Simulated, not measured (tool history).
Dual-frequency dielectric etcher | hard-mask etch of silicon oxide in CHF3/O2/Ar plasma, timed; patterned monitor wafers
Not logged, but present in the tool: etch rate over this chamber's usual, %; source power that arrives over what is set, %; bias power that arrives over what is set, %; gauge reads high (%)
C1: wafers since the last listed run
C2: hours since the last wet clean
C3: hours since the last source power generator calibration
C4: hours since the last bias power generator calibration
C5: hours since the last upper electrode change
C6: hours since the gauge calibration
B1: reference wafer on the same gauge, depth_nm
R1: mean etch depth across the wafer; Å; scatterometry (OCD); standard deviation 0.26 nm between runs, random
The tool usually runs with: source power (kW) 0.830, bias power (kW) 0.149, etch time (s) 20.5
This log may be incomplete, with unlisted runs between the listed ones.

Run 1, hour 0.0: usual settings; C1 0; C2 534.2; C3 2086.8; C4 3473.4; C5 3863.3; C6 542.3; B1 34.13. Result: R1 376.5 Å.
At hour 9.6: wet clean of the chamber.
Run 2, hour 45.5: usual settings but source power (kW) 0.750, bias power (kW) 0.169; C1 368; C2 35.9; C3 2132.3; C4 3518.9; C5 3908.8; C6 587.8; B1 34.11. Result: R1 392.2 Å.
At hour 98.8: gauge calibrated.
Run 3, hour 209.0: usual settings but source power (kW) 0.750, bias power (kW) 0.169; C1 1680; C2 199.4; C3 2295.8; C4 3682.4; C5 4072.3; C6 110.2; B1 34.16. Result: R1 395.0 Å.
Run 4, hour 241.7: usual settings but etch time (s) 25.0; C1 336; C2 232.1; C3 2328.5; C4 3715.1; C5 4105.0; C6 142.9; B1 34.13. Result: R1 475.2 Å.
Run 5, hour 303.9: usual settings but etch time (s) 25.0; C1 639; C2 294.3; C3 2390.7; C4 3777.3; C5 4167.2; C6 205.1; B1 34.15. Result: R1 473.0 Å.
Run 6, hour 328.0: usual settings but etch time (s) 23.5; C1 247; C2 318.4; C3 2414.8; C4 3801.4; C5 4191.3; C6 229.2; B1 34.06. Result: R1 443.8 Å.
Run 7, hour 366.8: usual settings but etch time (s) 23.5; C1 398; C2 357.2; C3 2453.6; C4 3840.2; C5 4230.1; C6 268.0; B1 34.14. Result: R1 441.8 Å.
Run 8, hour 426.7: usual settings but etch time (s) 23.5; C1 615; C2 417.1; C3 2513.5; C4 3900.1; C5 4290.0; C6 327.9; B1 34.08. Result: R1 440.7 Å.
At hour 431.3: bias power generator calibrated.
Run 9, hour 495.7: usual settings but source power (kW) 0.970, etch time (s) 18.5; C1 668; C2 486.1; C3 2582.5; C4 64.4; C5 4359.0; C6 396.9; B1 34.03. Result: R1 363.5 Å.
Run 10, hour 544.0: usual settings; C1 496; C2 534.4; C3 2630.8; C4 112.7; C5 4407.3; C6 445.2; B1 34.11. Result: R1 382.2 Å.
Run 11, hour 583.4: usual settings; C1 404; C2 573.8; C3 2670.2; C4 152.1; C5 4446.7; C6 484.6; B1 34.07. Result: R1 377.9 Å.
Run 12, hour 623.1: usual settings; C1 408; C2 613.5; C3 2709.9; C4 191.8; C5 4486.4; C6 524.3; B1 34.17. Result: R1 379.8 Å.
At hour 669.9: wet clean of the chamber.
Run 13, hour 681.7: usual settings but etch time (s) 16.0; C1 355; C2 11.8; C3 2768.5; C4 250.4; C5 4545.0; C6 582.9; B1 34.03. Result: R1 310.4 Å.
Run 14, hour 718.5: usual settings but bias power (kW) 0.121, etch time (s) 16.0; C1 378; C2 48.6; C3 2805.3; C4 287.2; C5 4581.8; C6 619.7; B1 34.05. Result: R1 291.2 Å.
Run 15, hour 759.0: usual settings but source power (kW) 0.730, bias power (kW) 0.181; C1 416; C2 89.1; C3 2845.8; C4 327.7; C5 4622.3; C6 660.2; B1 34.11. Result: R1 394.5 Å.
Run 16, hour 795.9: usual settings but source power (kW) 0.900, bias power (kW) 0.122, etch time (s) 22.5; C1 379; C2 126.0; C3 2882.7; C4 364.6; C5 4659.2; C6 697.1; B1 34.08. Result: R1 426.7 Å.
At hour 824.0: source power generator calibrated.
Run 17, hour 839.6: usual settings but source power (kW) 0.640, bias power (kW) 0.123, etch time (s) 22.5; C1 408; C2 169.7; C3 15.6; C4 408.3; C5 4702.9; C6 740.8; B1 34.08. Result: R1 367.5 Å.
At hour 887.2: gauge calibrated.
Run 18, hour 898.9: usual settings but source power (kW) 0.950, bias power (kW) 0.122; C1 609; C2 229.0; C3 74.9; C4 467.6; C5 4762.2; C6 11.7; B1 34.17. Result: R1 393.1 Å.
At hour 938.0: upper electrode replaced.
Run 19, hour 938.5: usual settings; C1 160; C2 268.6; C3 114.5; C4 507.2; C5 0.5; C6 51.3; B1 34.08. Result: R1 388.6 Å.
Run 20, hour 975.2: usual settings but source power (kW) 0.740, etch time (s) 16.5; C1 377; C2 305.3; C3 151.2; C4 543.9; C5 37.2; C6 88.0; B1 34.06. Result: R1 295.5 Å.
Run 21, hour 1004.3: usual settings but source power (kW) 0.630, bias power (kW) 0.123; C1 299; C2 334.4; C3 180.3; C4 573.0; C5 66.3; C6 117.1; B1 34.15. Result: R1 329.4 Å.
Run 22, hour 1056.0: usual settings but source power (kW) 0.960, bias power (kW) 0.181, etch time (s) 25.5; C1 531; C2 386.1; C3 232.0; C4 624.7; C5 118.0; C6 168.8; B1 34.09. Result: R1 535.5 Å.
Run 23, hour 1096.1: usual settings but source power (kW) 0.980, bias power (kW) 0.185; C1 412; C2 426.2; C3 272.1; C4 664.8; C5 158.1; C6 208.9; B1 34.12. Result: R1 426.7 Å.
Run 24, hour 1155.6: usual settings but source power (kW) 0.720, bias power (kW) 0.161; C1 611; C2 485.7; C3 331.6; C4 724.3; C5 217.6; C6 268.4; B1 34.14. Result: R1 363.9 Å.
Run 25, hour 1226.0: usual settings; C1 723; C2 556.1; C3 402.0; C4 794.7; C5 288.0; C6 338.8; B1 34.12. Result: R1 377.6 Å.

Hidden state or all else? Some run-to-run changes of R1, split into what the settings, what came in and random variation would give without the hidden state, and what is left for the hidden state (with any gauge scatter that isn't in both results):
Run 1 -> 2: source power (kW) 0.830 -> 0.750, bias power (kW) 0.149 -> 0.169, wet clean of the chamber. R1 +15.7 Å: hidden state +20.7, all else -5.0.
Run 12 -> 13: etch time (s) 20.5 -> 16.0, wet clean of the chamber. R1 -69.4 Å: hidden state +18.2, all else -87.6.
Run 21 -> 22: source power (kW) 0.630 -> 0.960, bias power (kW) 0.123 -> 0.181, etch time (s) 20.5 -> 25.5. R1 +206.1 Å: hidden state -9.0, all else +215.1.
Run 22 -> 23: source power (kW) 0.960 -> 0.980, bias power (kW) 0.181 -> 0.185, etch time (s) 25.5 -> 20.5. R1 -108.8 Å: hidden state +2.3, all else -111.1.
